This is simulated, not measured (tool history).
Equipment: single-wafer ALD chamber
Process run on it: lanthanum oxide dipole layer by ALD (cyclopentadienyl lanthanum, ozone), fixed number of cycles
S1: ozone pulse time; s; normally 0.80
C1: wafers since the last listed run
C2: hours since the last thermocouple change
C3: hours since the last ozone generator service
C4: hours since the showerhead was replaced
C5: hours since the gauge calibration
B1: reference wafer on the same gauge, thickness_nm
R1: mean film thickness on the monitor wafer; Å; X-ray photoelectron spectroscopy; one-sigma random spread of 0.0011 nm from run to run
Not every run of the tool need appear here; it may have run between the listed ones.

| run | day | S1 | C1 | C2 | C3 | C4 | C5 | B1 | R1 |
|---|---|---|---|---|---|---|---|---|---|
| 1 | 0.000 | 0.80 | 0 | 1304.6 | 1016.0 | 6102.2 | 148.8 | 0.47 | 4.09 |
| 2 | 0.696 | 0.80 | 271 | 1321.3 | 1032.7 | 6118.9 | 165.5 | 0.47 | 4.06 |
| 3 | 1.238 | 0.80 | 211 | 1334.3 | 1045.7 | 6131.9 | 178.5 | 0.47 | 4.07 |
| 4 | 1.550 | 1.00 | 122 | 1341.8 | 1053.2 | 6139.4 | 186.0 | 0.47 | 4.47 |
| 5 | 2.017 | 1.00 | 182 | 1353.0 | 1064.4 | 6150.6 | 197.2 | 0.47 | 4.48 |
| 6 | 2.767 | 0.80 | 293 | 1371.0 | 1082.4 | 6168.6 | 215.2 | 0.47 | 4.06 |
| 7 | 3.096 | 0.80 | 128 | 1378.9 | 1090.3 | 6176.5 | 223.1 | 0.47 | 4.06 |
| 8 | 3.575 | 0.80 | 187 | 1390.4 | 1101.8 | 6188.0 | 234.6 | 0.47 | 4.03 |
|  | 3.700 | gauge calibrated |
| 9 | 4.017 | 0.80 | 172 | 1401.0 | 1112.4 | 6198.6 | 7.6 | 0.47 | 4.06 |
| 10 | 4.367 | 0.96 | 136 | 1409.4 | 1120.8 | 6207.0 | 16.0 | 0.47 | 4.38 |
|  | 5.071 | ozone generator serviced |
| 11 | 5.092 | 0.80 | 153 | 1426.8 | 0.5 | 6224.4 | 33.4 | 0.47 | 4.53 |
| 12 | 5.308 | 0.69 | 84 | 1432.0 | 5.7 | 6229.6 | 38.6 | 0.47 | 4.26 |
|  | 6.121 | showerhead replaced |
| 13 | 6.142 | 0.53 | 195 | 1452.0 | 25.7 | 0.5 | 58.6 | 0.47 | 3.77 |
| 14 | 6.392 | 0.97 | 97 | 1458.0 | 31.7 | 6.5 | 64.6 | 0.47 | 4.81 |
|  | 7.033 | thermocouple changed; heater temperature recalibrated |
| 15 | 7.579 | 0.52 | 333 | 13.1 | 60.2 | 35.0 | 93.1 | 0.47 | 3.68 |
| 16 | 8.158 | 0.53 | 226 | 27.0 | 74.1 | 48.9 | 107.0 | 0.47 | 3.71 |
| 17 | 8.692 | 0.58 | 208 | 39.8 | 86.9 | 61.7 | 119.8 | 0.47 | 3.86 |
| 18 | 9.129 | 0.80 | 170 | 50.3 | 97.4 | 72.2 | 130.3 | 0.47 | 4.43 |

For some of the steps in R1 from one run to the next: how much would appear even if the tool had no hidden state, given the settings, what came in and random variation, and how much remains for the hidden state plus any gauge scatter that the measured result and the result without hidden state don't share?
Hidden conditions of the tool in this case: wafer temperature above the value expected at the setpoint (K); ozone dose above that of a generator just serviced (%); gauge reads high (%).
Run 10 -> 11: S1 0.96 -> 0.80, ozone generator serviced. R1 +0.15 Å: hidden state +0.42, all else -0.27.
Run 14 -> 15: S1 0.97 -> 0.52, thermocouple changed; heater temperature recalibrated. R1 -1.13 Å: hidden state -0.05, all else -1.08.

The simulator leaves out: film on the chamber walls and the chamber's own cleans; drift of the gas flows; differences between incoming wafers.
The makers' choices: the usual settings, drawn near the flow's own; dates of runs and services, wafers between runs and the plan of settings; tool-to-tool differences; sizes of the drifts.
